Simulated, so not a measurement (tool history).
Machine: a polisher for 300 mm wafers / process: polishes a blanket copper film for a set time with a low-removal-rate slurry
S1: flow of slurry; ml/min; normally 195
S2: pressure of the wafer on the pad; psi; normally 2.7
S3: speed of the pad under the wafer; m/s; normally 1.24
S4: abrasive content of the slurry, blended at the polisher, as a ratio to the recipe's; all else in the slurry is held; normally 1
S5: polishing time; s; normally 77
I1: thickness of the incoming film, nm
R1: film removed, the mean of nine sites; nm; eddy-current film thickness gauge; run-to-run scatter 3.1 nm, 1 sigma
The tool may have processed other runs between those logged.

run 1 day=0 | S1=195 S2=2.7 S3=1.24 S4=1 S5=77 | I1=1502.7 | R1=218.6
-- day=3.35 worn pad replaced by a new one
run 2 day=3.704 | S1=195 S2=2.7 S3=1.24 S4=1 S5=77 | I1=1472 | R1=214.4
run 3 day=6.658 | S1=195 S2=2.7 S3=1.24 S4=1 S5=77 | I1=1493.1 | R1=210.2
-- day=8.246 slurry nozzle cleaned
run 4 day=9 | S1=195 S2=2.7 S3=1.24 S4=1 S5=77 | I1=1503.1 | R1=206.8
-- day=10.283 slurry blender recalibrated
run 5 day=13.083 | S1=195 S2=2.7 S3=0.96 S4=1 S5=77 | I1=1485.8 | R1=164.1
-- day=13.333 head pressure recalibrated
-- day=16.942 worn pad replaced by a new one
run 6 day=16.962 | S1=195 S2=2.7 S3=1.54 S4=1 S5=77 | I1=1508.7 | R1=260.3
run 7 day=20.712 | S1=195 S2=2.7 S3=1.54 S4=1 S5=77 | I1=1509.5 | R1=261.6
run 8 day=23.608 | S1=195 S2=2.1 S3=1.24 S4=1 S5=77 | I1=1467.1 | R1=174.6
-- day=24.162 slurry blender recalibrated
run 9 day=25.521 | S1=230 S2=2.7 S3=1.24 S4=1 S5=69 | I1=1518.2 | R1=171.5
-- day=29.533 worn pad replaced by a new one
-- day=29.746 slurry nozzle cleaned
run 10 day=32.354 | S1=230 S2=2.7 S3=1.24 S4=1 S5=69 | I1=1509.1 | R1=158.5
run 11 day=35.442 | S1=230 S2=2.7 S3=1.24 S4=1 S5=69 | I1=1511.4 | R1=152.1
run 12 day=38.121 | S1=195 S2=2.7 S3=1.24 S4=1 S5=77 | I1=1487.7 | R1=158
-- day=40.354 slurry blender recalibrated, repeated, since the last time left the tool worse
run 13 day=40.8 | S1=195 S2=3.5 S3=1.24 S4=0.85 S5=99 | I1=1480.2 | R1=317.2
run 14 day=45.2 | S1=240 S2=3.5 S3=1.24 S4=1 S5=103 | I1=1460.6 | R1=355.8
-- day=45.588 worn pad replaced by a new one
run 15 day=47.258 | S1=255 S2=2.7 S3=1.56 S4=1 S5=77 | I1=1477.2 | R1=276.3
-- day=48.092 slurry nozzle cleaned
run 16 day=49.508 | S1=195 S2=2.7 S3=1.24 S4=0.75 S5=57 | I1=1506.5 | R1=141
-- day=53.175 head pressure recalibrated
-- day=53.475 slurry blender recalibrated
run 17 day=53.704 | S1=195 S2=2.1 S3=1.24 S4=1 S5=77 | I1=1498.7 | R1=185.1
run 18 day=57.846 | S1=195 S2=2.7 S3=1.62 S4=1 S5=62 | I1=1504.4 | R1=225.2
-- day=59.1 worn pad replaced by a new one
run 19 day=60.867 | S1=195 S2=2.7 S3=1.24 S4=1 S5=77 | I1=1500.5 | R1=216.8
run 20 day=63.367 | S1=195 S2=2.7 S3=1.24 S4=0.85 S5=88 | I1=1494 | R1=225.3
run 21 day=65.942 | S1=195 S2=2.7 S3=1.02 S4=1 S5=77 | I1=1504.2 | R1=172.2
-- day=68.358 slurry nozzle cleaned
-- day=68.792 slurry blender recalibrated
run 22 day=69.883 | S1=195 S2=2.4 S3=1.24 S4=0.75 S5=77 | I1=1487.9 | R1=181.9

Pick out some run-to-run changes in R1. Of each, how much would a tool without hidden state show as well, from the settings, what came in and chance, and how much is left for the hidden state and any gauge scatter not in both results compared?
The hidden state here: removal rate lost through wear of the pad, %; slurry flow missing at the pad, %; deviation of the head's pressure from its setpoint, %; abrasive missing from the slurry, %.
Run 8 -> 9: S1 195 -> 230, S2 2.1 -> 2.7, S5 77 -> 69, slurry blender recalibrated. R1 -3.1 nm: hidden state -20, all else +16.9.
Run 12 -> 13: S2 2.7 -> 3.5, S4 1 -> 0.85, S5 77 -> 99, slurry blender recalibrated, repeated, since the last time left the tool worse. R1 +159.2 nm: hidden state +64, all else +95.2.
Run 15 -> 16: S1 255 -> 195, S3 1.56 -> 1.24, S4 1 -> 0.75, S5 77 -> 57, slurry nozzle cleaned. R1 -135.3 nm: hidden state +6.7, all else -142.

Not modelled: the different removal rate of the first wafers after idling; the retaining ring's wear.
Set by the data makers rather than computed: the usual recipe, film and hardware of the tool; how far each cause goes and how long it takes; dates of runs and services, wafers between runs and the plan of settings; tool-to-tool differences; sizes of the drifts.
